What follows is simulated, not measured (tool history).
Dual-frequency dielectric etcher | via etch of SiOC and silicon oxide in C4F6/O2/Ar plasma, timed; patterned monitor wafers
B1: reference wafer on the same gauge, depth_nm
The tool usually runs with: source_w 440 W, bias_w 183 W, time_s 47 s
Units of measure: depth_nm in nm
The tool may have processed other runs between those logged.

{"run": 1, "day": 0.0, "source_w": 440, "bias_w": 183, "time_s": 52.5, "B1": 44.1, "depth_nm": 58.3}
{"day": 1.612, "done": "wet clean of the chamber"}
{"run": 2, "day": 1.633, "source_w": 440, "bias_w": 183, "time_s": 52.5, "B1": 44.2, "depth_nm": 56.6}
{"run": 3, "day": 4.183, "source_w": 440, "bias_w": 183, "time_s": 52.5, "B1": 44, "depth_nm": 57}
{"run": 4, "day": 6.912, "source_w": 440, "bias_w": 183, "time_s": 47, "B1": 44, "depth_nm": 51.6}
{"day": 8.179, "done": "source power generator calibrated"}
{"run": 5, "day": 9.412, "source_w": 440, "bias_w": 183, "time_s": 47, "B1": 44.1, "depth_nm": 51.6}
{"run": 6, "day": 11.467, "source_w": 440, "bias_w": 183, "time_s": 47, "B1": 44, "depth_nm": 52.4}
{"day": 12.312, "done": "gauge calibrated"}
{"day": 13.671, "done": "upper electrode replaced"}
{"run": 7, "day": 13.692, "source_w": 440, "bias_w": 183, "time_s": 47, "B1": 44.1, "depth_nm": 52.6}
{"day": 14.429, "done": "bias power generator calibrated"}
{"run": 8, "day": 14.862, "source_w": 370, "bias_w": 183, "time_s": 47, "B1": 44.1, "depth_nm": 50}
{"run": 9, "day": 17.333, "source_w": 360, "bias_w": 154, "time_s": 58.5, "B1": 44.1, "depth_nm": 58.3}
{"day": 18.729, "done": "wet clean of the chamber"}
{"run": 10, "day": 20.175, "source_w": 360, "bias_w": 154, "time_s": 58.5, "B1": 44.1, "depth_nm": 56.4}
{"run": 11, "day": 22.521, "source_w": 440, "bias_w": 183, "time_s": 55.5, "B1": 44.1, "depth_nm": 59.8}

Forecast run 12:
{"run": 12, "day": 23.558, "source_w": 330, "bias_w": 200, "time_s": 47, "B1": "?", "depth_nm": "?"}

B1: 44.1
depth_nm: 48.3 nm
If the tool had no hidden condition, the same run with the same run-to-run variation would have returned depth_nm 47.5 nm.
